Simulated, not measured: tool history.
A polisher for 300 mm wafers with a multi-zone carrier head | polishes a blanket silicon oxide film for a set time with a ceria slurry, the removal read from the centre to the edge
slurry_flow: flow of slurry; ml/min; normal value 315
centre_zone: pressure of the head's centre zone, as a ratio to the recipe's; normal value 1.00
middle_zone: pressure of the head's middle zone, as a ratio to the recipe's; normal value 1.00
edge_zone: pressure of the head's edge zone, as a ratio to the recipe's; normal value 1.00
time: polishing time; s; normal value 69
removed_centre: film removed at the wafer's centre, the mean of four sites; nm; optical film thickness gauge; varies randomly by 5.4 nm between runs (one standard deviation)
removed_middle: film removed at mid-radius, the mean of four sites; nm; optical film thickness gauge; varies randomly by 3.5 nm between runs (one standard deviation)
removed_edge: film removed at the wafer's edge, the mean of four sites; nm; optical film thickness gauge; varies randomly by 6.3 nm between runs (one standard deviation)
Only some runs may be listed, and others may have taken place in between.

run,hour,slurry_flow,centre_zone,middle_zone,edge_zone,time,"incoming thickness of the incoming film, nm",removed_centre,removed_middle,removed_edge
1,0.0,315,1.00,1.00,1.00,69,1376.2,448.4,466.1,465.6
2,46.0,315,1.00,1.00,1.00,69,1371.0,451.7,454.9,460.1
# hour 58.2: worn pad replaced by a new one
# hour 66.6: slurry nozzle cleaned
3,71.5,315,1.00,1.00,1.00,69,1370.7,456.2,462.0,456.4
4,121.1,315,1.00,1.00,1.00,69,1357.8,453.7,462.0,459.5
5,149.7,315,1.00,1.00,1.00,69,1380.2,450.6,462.7,460.9
6,182.8,315,1.00,1.00,1.00,69,1346.8,453.4,464.9,468.7
7,226.5,315,1.00,0.92,1.00,69,1398.7,444.2,432.0,442.7
8,275.0,390,1.00,1.00,1.00,69,1396.5,463.9,477.5,457.7
# hour 283.0: centre zone pressure recalibrated
# hour 322.2: edge zone pressure recalibrated
9,333.0,360,1.00,1.00,0.91,69,1399.7,465.0,470.2,437.5
# hour 357.6: worn pad replaced by a new one
10,392.6,315,1.00,1.00,1.00,69,1378.7,456.4,456.4,461.3
11,437.3,315,1.00,1.00,1.00,69,1360.0,465.2,463.5,456.6
12,461.9,315,1.06,1.00,1.00,69,1358.1,480.7,467.4,452.0
# hour 531.0: slurry nozzle cleaned
13,531.5,315,1.00,1.00,1.00,69,1391.5,455.7,457.2,452.7
14,572.1,315,1.00,1.00,1.00,53,1381.6,347.7,355.1,346.5
# hour 622.9: worn pad replaced by a new one
# hour 632.5: carrier head's membrane replaced by a new one
15,633.0,315,1.00,1.00,1.00,69,1368.9,447.9,459.9,453.0
16,677.7,375,1.00,1.06,1.00,69,1359.9,461.9,496.1,460.1
17,706.6,315,1.00,1.00,1.07,69,1370.9,457.7,460.5,471.4
18,762.6,315,1.00,1.00,1.05,69,1374.4,456.7,461.4,458.8
19,830.1,315,1.00,1.00,1.00,80,1363.9,525.7,528.2,520.0
# hour 872.5: worn pad replaced by a new one
20,895.5,315,1.00,1.00,1.12,85,1377.6,558.2,566.7,600.0
21,952.0,315,1.00,1.00,1.00,69,1392.8,467.8,461.3,457.0

5 ways to go on from here, each from the tool as it stands after run 21. What would each give?
A,952.4,315,1.00,1.00,1.00,56,1362.2,?,?,?
B,952.4,315,1.00,1.00,1.00,52,1362.2,?,?,?
C,952.4,315,1.00,1.04,1.00,69,1362.2,?,?,?
D,952.4,315,0.90,1.00,1.04,84,1362.2,?,?,?
E,952.4,350,1.00,1.00,1.00,58,1362.2,?,?,?

run,removed_centre,removed_middle,removed_edge
A,372.3,373.5,363.5
B,345.7,346.8,337.5
C,458.9,475.7,447.6
D,507.7,560.5,555.7
E,389.9,390.8,379.4
Without the tool's unlogged condition, the same runs would have read:
run,removed_centre,removed_middle,removed_edge
A,372.3,373.5,363.5
B,345.7,346.8,337.5
C,458.9,475.7,447.6
D,507.7,560.5,555.7
E,389.9,390.8,379.4
